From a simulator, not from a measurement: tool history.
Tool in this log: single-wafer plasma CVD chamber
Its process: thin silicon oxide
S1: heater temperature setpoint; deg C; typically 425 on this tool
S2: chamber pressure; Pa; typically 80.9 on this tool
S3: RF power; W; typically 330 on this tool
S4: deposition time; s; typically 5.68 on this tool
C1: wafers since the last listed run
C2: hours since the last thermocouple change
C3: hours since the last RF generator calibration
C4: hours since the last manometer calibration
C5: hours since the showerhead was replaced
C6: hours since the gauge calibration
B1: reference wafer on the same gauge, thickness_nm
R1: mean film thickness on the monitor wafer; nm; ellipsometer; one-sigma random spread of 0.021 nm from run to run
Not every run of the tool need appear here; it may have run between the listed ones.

run 1 hour=0 | S1=425 S2=80.9 S3=330 S4=5.68 | C1=0 C2=1111.2 C3=928.1 C4=2166.7 C5=5885 C6=724 | B1=7.642 | R1=7.989
run 2 hour=59.5 | S1=425 S2=80.9 S3=330 S4=5.68 | C1=1574 C2=1170.7 C3=987.6 C4=2226.2 C5=5944.5 C6=783.5 | B1=7.634 | R1=7.965
run 3 hour=100.2 | S1=425 S2=91.6 S3=330 S4=5.68 | C1=1077 C2=1211.4 C3=1028.3 C4=2266.9 C5=5985.2 C6=824.2 | B1=7.636 | R1=9.053
run 4 hour=166.6 | S1=425 S2=91.6 S3=330 S4=5.68 | C1=1757 C2=1277.8 C3=1094.7 C4=2333.3 C5=6051.6 C6=890.6 | B1=7.636 | R1=9.003
run 5 hour=201.6 | S1=425 S2=80.9 S3=330 S4=5.68 | C1=926 C2=1312.8 C3=1129.7 C4=2368.3 C5=6086.6 C6=925.6 | B1=7.638 | R1=7.95
run 6 hour=237.3 | S1=425 S2=71.9 S3=330 S4=5.68 | C1=944 C2=1348.5 C3=1165.4 C4=2404 C5=6122.3 C6=961.3 | B1=7.635 | R1=7.045
-- hour=244.6 gauge calibrated
run 7 hour=268.3 | S1=425 S2=71.9 S3=330 S4=5.68 | C1=820 C2=1379.5 C3=1196.4 C4=2435 C5=6153.3 C6=23.7 | B1=7.634 | R1=7.023
-- hour=281.6 RF generator calibrated
-- hour=334.2 capacitance manometer re-zeroed and calibrated
run 8 hour=334.7 | S1=425 S2=71.9 S3=330 S4=5.68 | C1=1333 C2=1445.9 C3=53.1 C4=0.5 C5=6219.7 C6=90.1 | B1=7.643 | R1=7.304
run 9 hour=360.5 | S1=425 S2=80.9 S3=330 S4=5.68 | C1=682 C2=1471.7 C3=78.9 C4=26.3 C5=6245.5 C6=115.9 | B1=7.641 | R1=8.265
run 10 hour=387.6 | S1=420 S2=80.9 S3=265 S4=5.68 | C1=717 C2=1498.8 C3=106 C4=53.4 C5=6272.6 C6=143 | B1=7.635 | R1=6.939
run 11 hour=443.7 | S1=425 S2=80.9 S3=285 S4=5.25 | C1=1484 C2=1554.9 C3=162.1 C4=109.5 C5=6328.7 C6=199.1 | B1=7.635 | R1=6.808
run 12 hour=509.9 | S1=440 S2=80.9 S3=330 S4=5.68 | C1=1752 C2=1621.1 C3=228.3 C4=175.7 C5=6394.9 C6=265.3 | B1=7.632 | R1=8.184
run 13 hour=575.7 | S1=425 S2=80.9 S3=330 S4=5.26 | C1=1741 C2=1686.9 C3=294.1 C4=241.5 C5=6460.7 C6=331.1 | B1=7.637 | R1=7.631
run 14 hour=608.4 | S1=425 S2=80.9 S3=330 S4=4.87 | C1=865 C2=1719.6 C3=326.8 C4=274.2 C5=6493.4 C6=363.8 | B1=7.636 | R1=7.062
run 15 hour=658.5 | S1=430 S2=80.9 S3=330 S4=6.12 | C1=1325 C2=1769.7 C3=376.9 C4=324.3 C5=6543.5 C6=413.9 | B1=7.64 | R1=8.84
run 16 hour=688.2 | S1=431 S2=80.9 S3=370 S4=5.35 | C1=786 C2=1799.4 C3=406.6 C4=354 C5=6573.2 C6=443.6 | B1=7.641 | R1=8.258
run 17 hour=734.8 | S1=417 S2=75.2 S3=365 S4=5.24 | C1=1233 C2=1846 C3=453.2 C4=400.6 C5=6619.8 C6=490.2 | B1=7.639 | R1=7.507
-- hour=753 thermocouple changed; heater temperature recalibrated
run 18 hour=773.7 | S1=418 S2=80.9 S3=330 S4=5.68 | C1=817 C2=20.7 C3=492.1 C4=439.5 C5=6658.7 C6=529.1 | B1=7.637 | R1=8.233
-- hour=820.9 showerhead replaced
run 19 hour=821.4 | S1=421 S2=80.9 S3=295 S4=5.68 | C1=1050 C2=68.4 C3=539.8 C4=487.2 C5=0.5 C6=576.8 | B1=7.638 | R1=7.556
run 20 hour=844 | S1=425 S2=80.9 S3=330 S4=5.68 | C1=598 C2=91 C3=562.4 C4=509.8 C5=23.1 C6=599.4 | B1=7.642 | R1=8.16
run 21 hour=884 | S1=425 S2=80.9 S3=330 S4=5.68 | C1=1058 C2=131 C3=602.4 C4=549.8 C5=63.1 C6=639.4 | B1=7.639 | R1=8.154
run 22 hour=947.4 | S1=425 S2=80.9 S3=330 S4=4.95 | C1=1677 C2=194.4 C3=665.8 C4=613.2 C5=126.5 C6=702.8 | B1=7.639 | R1=7.099
run 23 hour=1032.8 | S1=425 S2=80.9 S3=330 S4=5.68 | C1=2260 C2=279.8 C3=751.2 C4=698.6 C5=211.9 C6=788.2 | B1=7.636 | R1=8.142
run 24 hour=1061.3 | S1=425 S2=80.9 S3=330 S4=5.68 | C1=754 C2=308.3 C3=779.7 C4=727.1 C5=240.4 C6=816.7 | B1=7.642 | R1=8.13
run 25 hour=1108.9 | S1=425 S2=80.9 S3=330 S4=4.75 | C1=1259 C2=355.9 C3=827.3 C4=774.7 C5=288 C6=864.3 | B1=7.642 | R1=6.813
run 26 hour=1162.6 | S1=425 S2=80.9 S3=330 S4=6.29 | C1=1421 C2=409.6 C3=881 C4=828.4 C5=341.7 C6=918 | B1=7.636 | R1=9.017
run 27 hour=1214.9 | S1=436 S2=70.7 S3=330 S4=5.68 | C1=1384 C2=461.9 C3=933.3 C4=880.7 C5=394 C6=970.3 | B1=7.635 | R1=7.037

Run 28 has not been measured yet. What should we expect?
run 28 hour=1249.7 | S1=433 S2=80.9 S3=330 S4=5.68 | C1=921 C2=496.7 C3=968.1 C4=915.5 C5=428.8 C6=1005.1 | B1=? | R1=?

Run 28 came out at B1 7.635, R1 8.062 nm.
Had the tool carried no hidden state, the very same run would have given R1 8.216 nm.
